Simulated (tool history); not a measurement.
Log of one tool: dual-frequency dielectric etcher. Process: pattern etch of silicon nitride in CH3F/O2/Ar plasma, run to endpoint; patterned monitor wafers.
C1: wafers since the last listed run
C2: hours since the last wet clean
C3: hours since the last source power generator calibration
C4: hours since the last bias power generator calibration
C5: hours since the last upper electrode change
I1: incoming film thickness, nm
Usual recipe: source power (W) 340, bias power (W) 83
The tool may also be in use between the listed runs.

Run 1, hour 0.0: usual settings but source power (W) 380; C1 0; C2 400.3; C3 3888.0; C4 3695.3; C5 1786.0; I1 17.37. Result: endpoint time (s) 26.7.
Run 2, hour 34.2: usual settings; C1 501; C2 434.5; C3 3922.2; C4 3729.5; C5 1820.2; I1 17.51. Result: endpoint time (s) 29.0.
At hour 91.9: wet clean of the chamber.
Run 3, hour 92.4: usual settings; C1 501; C2 0.5; C3 3980.4; C4 3787.7; C5 1878.4; I1 17.43. Result: endpoint time (s) 26.0.
Run 4, hour 140.5: usual settings; C1 705; C2 48.6; C3 4028.5; C4 3835.8; C5 1926.5; I1 17.37. Result: endpoint time (s) 26.2.
Run 5, hour 180.6: usual settings; C1 588; C2 88.7; C3 4068.6; C4 3875.9; C5 1966.6; I1 17.21. Result: endpoint time (s) 25.8.
Run 6, hour 209.9: usual settings; C1 429; C2 118.0; C3 4097.9; C4 3905.2; C5 1995.9; I1 17.23. Result: endpoint time (s) 25.9.
At hour 254.7: upper electrode replaced.
Run 7, hour 255.2: usual settings; C1 312; C2 163.3; C3 4143.2; C4 3950.5; C5 0.5; I1 17.56. Result: endpoint time (s) 26.4.
Run 8, hour 301.3: usual settings but source power (W) 390; C1 676; C2 209.4; C3 4189.3; C4 3996.6; C5 46.6; I1 17.30. Result: endpoint time (s) 24.3.
Run 9, hour 337.7: usual settings but source power (W) 390; C1 533; C2 245.8; C3 4225.7; C4 4033.0; C5 83.0; I1 17.29. Result: endpoint time (s) 24.4.
At hour 402.7: wet clean of the chamber, repeated, since the last time left the tool worse.
Run 10, hour 403.2: usual settings; C1 608; C2 0.5; C3 4291.2; C4 4098.5; C5 148.5; I1 17.33. Result: endpoint time (s) 27.6.
At hour 446.9: source power generator calibrated.
Run 11, hour 451.1: usual settings; C1 644; C2 48.4; C3 4.2; C4 4146.4; C5 196.4; I1 17.30. Result: endpoint time (s) 27.8.
Run 12, hour 497.9: usual settings but bias power (W) 79; C1 686; C2 95.2; C3 51.0; C4 4193.2; C5 243.2; I1 17.36. Result: endpoint time (s) 28.4.
Run 13, hour 544.0: usual settings but bias power (W) 79; C1 676; C2 141.3; C3 97.1; C4 4239.3; C5 289.3; I1 17.22. Result: endpoint time (s) 28.2.
At hour 580.1: bias power generator calibrated.
Run 14, hour 580.6: usual settings; C1 478; C2 177.9; C3 133.7; C4 0.5; C5 325.9; I1 17.39. Result: endpoint time (s) 28.3.
Run 15, hour 634.1: usual settings but source power (W) 400, bias power (W) 98; C1 784; C2 231.4; C3 187.2; C4 54.0; C5 379.4; I1 17.21. Result: endpoint time (s) 24.1.
Run 16, hour 703.3: usual settings but source power (W) 360, bias power (W) 101; C1 1015; C2 300.6; C3 256.4; C4 123.2; C5 448.6; I1 17.36. Result: endpoint time (s) 25.7.
Run 17, hour 753.1: usual settings but source power (W) 390, bias power (W) 89; C1 730; C2 350.4; C3 306.2; C4 173.0; C5 498.4; I1 17.20. Result: endpoint time (s) 25.6.
Run 18, hour 795.5: usual settings but source power (W) 290, bias power (W) 97; C1 622; C2 392.8; C3 348.6; C4 215.4; C5 540.8; I1 17.43. Result: endpoint time (s) 30.2.
At hour 857.3: wet clean of the chamber.
Run 19, hour 857.8: usual settings; C1 561; C2 0.5; C3 410.9; C4 277.7; C5 603.1; I1 17.24. Result: endpoint time (s) 27.6.
Run 20, hour 901.9: usual settings but bias power (W) 96; C1 646; C2 44.6; C3 455.0; C4 321.8; C5 647.2; I1 17.26. Result: endpoint time (s) 26.3.
Run 21, hour 929.2: usual settings but source power (W) 280; C1 400; C2 71.9; C3 482.3; C4 349.1; C5 674.5; I1 17.39. Result: endpoint time (s) 31.5.
Run 22, hour 976.1: usual settings but bias power (W) 98; C1 688; C2 118.8; C3 529.2; C4 396.0; C5 721.4; I1 17.32. Result: endpoint time (s) 26.5.
Run 23, hour 1037.9: usual settings but source power (W) 310; C1 906; C2 180.6; C3 591.0; C4 457.8; C5 783.2; I1 17.49. Result: endpoint time (s) 29.7.
Run 24, hour 1063.6: usual settings but source power (W) 300; C1 377; C2 206.3; C3 616.7; C4 483.5; C5 808.9; I1 17.39. Result: endpoint time (s) 30.5.
Run 25, hour 1127.1: usual settings but source power (W) 260, bias power (W) 73; C1 931; C2 269.8; C3 680.2; C4 547.0; C5 872.4; I1 17.29. Result: endpoint time (s) 35.1.
Run 26, hour 1154.9: usual settings but bias power (W) 62; C1 407; C2 297.6; C3 708.0; C4 574.8; C5 900.2; I1 17.27. Result: endpoint time (s) 30.9.
Run 27, hour 1196.3: usual settings but source power (W) 280, bias power (W) 96; C1 607; C2 339.0; C3 749.4; C4 616.2; C5 941.6; I1 17.15. Result: endpoint time (s) 30.1.
At hour 1250.8: wet clean of the chamber.
Run 28, hour 1251.3: usual settings but source power (W) 260, bias power (W) 98; C1 454; C2 0.5; C3 804.4; C4 671.2; C5 996.6; I1 17.45. Result: endpoint time (s) 31.1.
Run 29, hour 1272.6: usual settings; C1 312; C2 21.8; C3 825.7; C4 692.5; C5 1017.9; I1 17.33. Result: endpoint time (s) 27.6.
Run 30, hour 1331.1: usual settings; C1 858; C2 80.3; C3 884.2; C4 751.0; C5 1076.4; I1 17.13. Result: endpoint time (s) 27.5.

What will run 31 give?
Run 31, hour 1378.4: usual settings but bias power (W) 94; C1 693; C2 127.6; C3 931.5; C4 798.3; C5 1123.7; I1 17.30. Result: endpoint time (s) ?.

Run 31 measured endpoint time (s) 26.6.
Were there no unlogged condition in the tool, this run, its random variation unchanged, would have produced endpoint time (s) 26.4.

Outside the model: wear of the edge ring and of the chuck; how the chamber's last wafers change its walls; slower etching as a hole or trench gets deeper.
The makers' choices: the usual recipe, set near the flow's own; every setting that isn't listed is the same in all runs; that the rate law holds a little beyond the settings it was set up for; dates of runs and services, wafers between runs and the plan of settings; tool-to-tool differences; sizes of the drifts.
